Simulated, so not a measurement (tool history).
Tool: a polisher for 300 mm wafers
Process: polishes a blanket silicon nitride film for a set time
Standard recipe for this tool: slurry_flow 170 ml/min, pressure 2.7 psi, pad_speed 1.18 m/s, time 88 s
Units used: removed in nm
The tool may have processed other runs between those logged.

run     day  slurry_flow  pressure  pad_speed  time  incoming thickness of the incoming film, nm  removed
  1       0          140       2.7       1.28    88                                        794.4    156.3
      1.658  -- head pressure recalibrated
  2   2.446          185       2.7       1.18    88                                        792.6    148.7
      4.608  -- slurry nozzle cleaned
  3   5.121          170       3.4       1.18    88                                        798.6    172.9
  4   7.892          170       3.4       1.18    88                                        811.3    160.4
      8.696  -- worn pad replaced by a new one
  5  10.921          170       3.4       1.18    88                                          798    183.7
  6  11.988          170       2.7       1.18    88                                        794.9    153.8
  7  13.842          170       2.7       1.18    88                                        800.9    151.8
  8    15.3          170       2.7       1.18    88                                        818.9    152.3
  9  17.417          170       2.7       1.18    88                                        802.8    152.2
 10  19.342          170       2.7       1.18    88                                        815.7      146
 11  20.662          170       2.7       1.18    88                                        795.8    143.2
 12  23.633          170       2.7       1.18    88                                        802.8    134.8
     24.238  -- worn pad replaced by a new one
     26.025  -- head pressure recalibrated
 13  26.271          170       2.7       1.18    88                                          812    151.9
 14  28.462          170       2.7       1.18    88                                        821.3    155.1
 15  29.562          170       3.2       1.18    88                                        826.5    174.6
 16  30.854          170       3.2       1.18    88                                        826.5    172.1
 17  31.867          170       2.7       0.96    88                                        819.7    136.8
 18  34.671          170       3.2       1.18    88                                        809.8    166.2
 19  37.625          170       2.7       1.18    77                                          818    120.8
     38.067  -- worn pad replaced by a new one
 20   40.55          170       2.2       1.34    88                                        812.9    140.6
 21  42.562          170       2.7       1.18    88                                        799.4    155.6
     43.958  -- slurry nozzle cleaned
 22  44.029          145         2       1.18    88                                        798.9    116.9
 23  46.958          145       3.4       1.18    58                                        823.3    112.3
     52.262  -- head pressure recalibrated
     53.033  -- worn pad replaced by a new one
 24  53.542          115       2.7       1.18    88                                        799.3    144.6
 25   54.65          140       3.5       1.52    80                                        810.5    191.9
 26  57.529          170       2.7       1.18    88                                        820.7    152.7
 27  59.296          170       3.4       1.02    88                                        816.1    167.4
 28  61.342          145         3       1.46   101                                        820.6    207.2
 29  62.883          170       2.3       1.18    60                                        818.8     86.8
 30  65.071          225         2       1.48    62                                        810.5     95.7
 31  66.517          170       3.6       1.48    88                                        805.2    200.9
     68.079  -- worn pad replaced by a new one
 32  69.517          170       2.7       1.18    88                                        819.1    159.2
 33  72.388          170       2.7       1.18    64                                        805.6      111

Measured less the same run without the tool's hidden state. The same run-to-run variation is in both; the gauge's scatter may not be:
The tool's hidden condition here consists of: removal rate lost through wear of the pad, %; slurry flow missing at the pad, %; deviation of the head's pressure from its setpoint, %.
run  removed
  1     -5.3
  2     -8.5
  3    -16.4
  4    -23.5
  5     -1.3
  6     -1.6
  7     -2.9
  8     -4.6
  9     -7.6
 10    -10.8
 11    -13.5
 12    -20.5
 13     -2.3
 14     -3.6
 15     -5.2
 16     -6.7
 17     -6.5
 18    -13.5
 19    -15.8
 20     -3.6
 21     -5.3
 22     -5.1
 23       -8
 24     -0.9
 25     -1.5
 26     -2.8
 27     -4.9
 28     -9.9
 29     -5.8
 30     -9.4
 31    -24.9
 32       -1
 33     -1.8
